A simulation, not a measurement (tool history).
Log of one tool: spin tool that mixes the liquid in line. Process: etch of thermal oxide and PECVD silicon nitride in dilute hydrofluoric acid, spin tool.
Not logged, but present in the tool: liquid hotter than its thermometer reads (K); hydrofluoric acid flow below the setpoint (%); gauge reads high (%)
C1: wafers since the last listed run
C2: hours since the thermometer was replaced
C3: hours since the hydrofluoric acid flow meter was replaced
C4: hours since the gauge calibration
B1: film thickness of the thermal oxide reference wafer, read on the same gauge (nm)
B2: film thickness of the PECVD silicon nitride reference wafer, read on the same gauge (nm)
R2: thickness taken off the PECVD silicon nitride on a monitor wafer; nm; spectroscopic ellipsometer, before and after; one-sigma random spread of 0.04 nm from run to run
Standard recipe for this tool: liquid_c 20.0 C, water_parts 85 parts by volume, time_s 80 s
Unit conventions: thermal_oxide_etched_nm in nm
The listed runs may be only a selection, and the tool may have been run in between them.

run 1 hour=0.0 | liquid_c=20.0 water_parts=85 time_s=115 | C1=0 C2=665.9 C3=871.0 C4=1477.6 | B1=29.997 B2=39.994 | thermal_oxide_etched_nm=6.345 R2=3.319
run 2 hour=181.4 | liquid_c=20.0 water_parts=85 time_s=115 | C1=2387 C2=847.3 C3=1052.4 C4=1659.0 | B1=29.990 B2=40.010 | thermal_oxide_etched_nm=6.374 R2=3.287
run 3 hour=287.1 | liquid_c=20.0 water_parts=85 time_s=80 | C1=1391 C2=953.0 C3=1158.1 C4=1764.7 | B1=30.007 B2=40.029 | thermal_oxide_etched_nm=4.336 R2=2.207
run 4 hour=332.4 | liquid_c=20.0 water_parts=85 time_s=80 | C1=596 C2=998.3 C3=1203.4 C4=1810.0 | B1=29.990 B2=39.995 | thermal_oxide_etched_nm=4.388 R2=2.267
run 5 hour=391.9 | liquid_c=20.0 water_parts=85 time_s=80 | C1=783 C2=1057.8 C3=1262.9 C4=1869.5 | B1=30.006 B2=40.033 | thermal_oxide_etched_nm=4.428 R2=2.308
-- hour=430.1 gauge calibrated
run 6 hour=447.3 | liquid_c=20.0 water_parts=85 time_s=80 | C1=729 C2=1113.2 C3=1318.3 C4=17.2 | B1=29.994 B2=40.012 | thermal_oxide_etched_nm=4.351 R2=2.309
run 7 hour=505.3 | liquid_c=20.0 water_parts=85 time_s=80 | C1=763 C2=1171.2 C3=1376.3 C4=75.2 | B1=30.008 B2=39.987 | thermal_oxide_etched_nm=4.389 R2=2.298
-- hour=665.3 thermometer replaced
run 8 hour=718.2 | liquid_c=20.0 water_parts=85 time_s=80 | C1=2788 C2=52.9 C3=1589.2 C4=288.1 | B1=30.004 B2=40.010 | thermal_oxide_etched_nm=4.383 R2=2.308
-- hour=767.6 hydrofluoric acid flow meter replaced
run 9 hour=814.6 | liquid_c=20.0 water_parts=85 time_s=80 | C1=1255 C2=149.3 C3=47.0 C4=384.5 | B1=29.995 B2=40.006 | thermal_oxide_etched_nm=4.586 R2=2.339
run 10 hour=856.5 | liquid_c=20.0 water_parts=85 time_s=80 | C1=551 C2=191.2 C3=88.9 C4=426.4 | B1=29.989 B2=39.988 | thermal_oxide_etched_nm=4.569 R2=2.451
run 11 hour=918.7 | liquid_c=21.5 water_parts=120 time_s=35 | C1=818 C2=253.4 C3=151.1 C4=488.6 | B1=30.003 B2=40.014 | thermal_oxide_etched_nm=1.467 R2=0.818
run 12 hour=978.6 | liquid_c=20.0 water_parts=85 time_s=80 | C1=788 C2=313.3 C3=211.0 C4=548.5 | B1=30.004 B2=39.992 | thermal_oxide_etched_nm=4.595 R2=2.371
run 13 hour=1019.7 | liquid_c=21.5 water_parts=45 time_s=40 | C1=540 C2=354.4 C3=252.1 C4=589.6 | B1=30.004 B2=40.050 | thermal_oxide_etched_nm=4.744 R2=2.416
run 14 hour=1070.0 | liquid_c=25.0 water_parts=75 time_s=130 | C1=661 C2=404.7 C3=302.4 C4=639.9 | B1=30.002 B2=40.011 | thermal_oxide_etched_nm=10.462 R2=6.038
run 15 hour=1158.9 | liquid_c=17.0 water_parts=50 time_s=65 | C1=1169 C2=493.6 C3=391.3 C4=728.8 | B1=30.009 B2=39.997 | thermal_oxide_etched_nm=5.713 R2=2.646
run 16 hour=1207.9 | liquid_c=24.5 water_parts=125 time_s=40 | C1=644 C2=542.6 C3=440.3 C4=777.8 | B1=29.985 B2=40.008 | thermal_oxide_etched_nm=1.766 R2=1.086
run 17 hour=1258.0 | liquid_c=20.0 water_parts=60 time_s=80 | C1=659 C2=592.7 C3=490.4 C4=827.9 | B1=30.005 B2=39.983 | thermal_oxide_etched_nm=6.492 R2=3.267
run 18 hour=1304.5 | liquid_c=20.0 water_parts=60 time_s=35 | C1=611 C2=639.2 C3=536.9 C4=874.4 | B1=30.004 B2=40.029 | thermal_oxide_etched_nm=2.914 R2=1.447
run 19 hour=1341.9 | liquid_c=18.5 water_parts=110 time_s=65 | C1=492 C2=676.6 C3=574.3 C4=911.8 | B1=30.002 B2=39.991 | thermal_oxide_etched_nm=2.608 R2=1.304
run 20 hour=1392.6 | liquid_c=20.0 water_parts=85 time_s=125 | C1=667 C2=727.3 C3=625.0 C4=962.5 | B1=30.003 B2=40.015 | thermal_oxide_etched_nm=7.023 R2=3.723
run 21 hour=1487.9 | liquid_c=17.0 water_parts=60 time_s=65 | C1=1254 C2=822.6 C3=720.3 C4=1057.8 | B1=30.019 B2=40.003 | thermal_oxide_etched_nm=4.618 R2=2.109
run 22 hour=1567.2 | liquid_c=17.0 water_parts=110 time_s=80 | C1=1043 C2=901.9 C3=799.6 C4=1137.1 | B1=29.984 B2=40.037 | thermal_oxide_etched_nm=2.956 R2=1.506
run 23 hour=1617.4 | liquid_c=20.0 water_parts=85 time_s=80 | C1=660 C2=952.1 C3=849.8 C4=1187.3 | B1=30.005 B2=39.976 | thermal_oxide_etched_nm=4.398 R2=2.352
run 24 hour=1670.7 | liquid_c=20.0 water_parts=85 time_s=105 | C1=701 C2=1005.4 C3=903.1 C4=1240.6 | B1=30.003 B2=39.987 | thermal_oxide_etched_nm=5.824 R2=3.125
run 25 hour=1777.3 | liquid_c=23.5 water_parts=50 time_s=110 | C1=1402 C2=1112.0 C3=1009.7 C4=1347.2 | B1=29.986 B2=40.003 | thermal_oxide_etched_nm=12.550 R2=6.800

Consider 5 possible next runs. They are alternatives, not a sequence: every one starts from the tool as it was left by run 25. What does each give?
run A hour=1777.7 | liquid_c=22.0 water_parts=85 time_s=80 | C1=5 C2=1112.4 C3=1010.1 C4=1347.6 | B1=? B2=? | thermal_oxide_etched_nm=? R2=?
run B hour=1777.7 | liquid_c=20.0 water_parts=85 time_s=45 | C1=5 C2=1112.4 C3=1010.1 C4=1347.6 | B1=? B2=? | thermal_oxide_etched_nm=? R2=?
run C hour=1777.7 | liquid_c=20.0 water_parts=85 time_s=50 | C1=5 C2=1112.4 C3=1010.1 C4=1347.6 | B1=? B2=? | thermal_oxide_etched_nm=? R2=?
run D hour=1777.7 | liquid_c=17.0 water_parts=60 time_s=35 | C1=5 C2=1112.4 C3=1010.1 C4=1347.6 | B1=? B2=? | thermal_oxide_etched_nm=? R2=?
run E hour=1777.7 | liquid_c=24.5 water_parts=120 time_s=95 | C1=5 C2=1112.4 C3=1010.1 C4=1347.6 | B1=? B2=? | thermal_oxide_etched_nm=? R2=?

run=A B1=30.003 B2=39.994 thermal_oxide_etched_nm=4.775 R2=2.684
run=B B1=30.003 B2=39.994 thermal_oxide_etched_nm=2.474 R2=1.318
run=C B1=30.003 B2=39.994 thermal_oxide_etched_nm=2.749 R2=1.465
run=D B1=30.003 B2=39.994 thermal_oxide_etched_nm=2.472 R2=1.168
run=E B1=30.003 B2=39.994 thermal_oxide_etched_nm=4.247 R2=2.677
The same runs, with their run-to-run variation unchanged, on a tool lacking any hidden condition would have given:
run=A thermal_oxide_etched_nm=4.959 R2=2.776
run=B thermal_oxide_etched_nm=2.569 R2=1.363
run=C thermal_oxide_etched_nm=2.855 R2=1.515
run=D thermal_oxide_etched_nm=2.564 R2=1.207
run=E thermal_oxide_etched_nm=4.418 R2=2.770

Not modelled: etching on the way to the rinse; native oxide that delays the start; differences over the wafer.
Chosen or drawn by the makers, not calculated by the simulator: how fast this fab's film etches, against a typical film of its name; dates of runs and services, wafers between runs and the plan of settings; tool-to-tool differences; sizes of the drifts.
